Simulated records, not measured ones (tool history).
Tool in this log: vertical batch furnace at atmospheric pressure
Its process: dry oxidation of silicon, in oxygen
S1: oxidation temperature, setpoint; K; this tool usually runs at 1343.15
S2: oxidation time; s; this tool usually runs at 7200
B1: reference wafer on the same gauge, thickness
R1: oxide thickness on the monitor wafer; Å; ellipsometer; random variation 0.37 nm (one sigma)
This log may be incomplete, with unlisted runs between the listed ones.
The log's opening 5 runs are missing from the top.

run 6 hour=176.9 | S1=1343.15 S2=7200 | B1=161.08 | R1=1411.8
run 7 hour=209.4 | S1=1343.15 S2=7200 | B1=161.03 | R1=1415.8
run 8 hour=237.8 | S1=1343.15 S2=7200 | B1=161 | R1=1405.3
run 9 hour=257.8 | S1=1353.15 S2=5340 | B1=161.01 | R1=1258.9
run 10 hour=284.9 | S1=1353.15 S2=5340 | B1=161.06 | R1=1257.9
run 11 hour=320.4 | S1=1353.15 S2=5340 | B1=160.98 | R1=1261.1
-- hour=345.8 thermocouples replaced and temperature profile calibrated
run 12 hour=373 | S1=1324.15 S2=7200 | B1=160.99 | R1=1217.3
run 13 hour=395 | S1=1324.15 S2=7200 | B1=160.98 | R1=1218.2
run 14 hour=475.4 | S1=1324.15 S2=7200 | B1=161.01 | R1=1213.9
run 15 hour=496.1 | S1=1348.15 S2=7200 | B1=160.98 | R1=1465.1
run 16 hour=529.1 | S1=1348.15 S2=7200 | B1=160.96 | R1=1462.1
run 17 hour=554.7 | S1=1348.15 S2=7200 | B1=161 | R1=1463.7
run 18 hour=589.9 | S1=1343.15 S2=7200 | B1=161.02 | R1=1408.9
run 19 hour=613.4 | S1=1343.15 S2=8370 | B1=161 | R1=1541.5
run 20 hour=633.2 | S1=1343.15 S2=7200 | B1=161.04 | R1=1411.2
run 21 hour=667.9 | S1=1343.15 S2=5010 | B1=160.97 | R1=1115.7

Run 22, settings as shown, results not yet in. Your forecast:
run 22 hour=683.5 | S1=1343.15 S2=7200 | B1=? | R1=?

{"run 22": {"B1": 161.03, "R1": 1405.6}}
On a tool with no hidden condition, and with the same random variation, this run would have come out at R1 1448.9 Å.
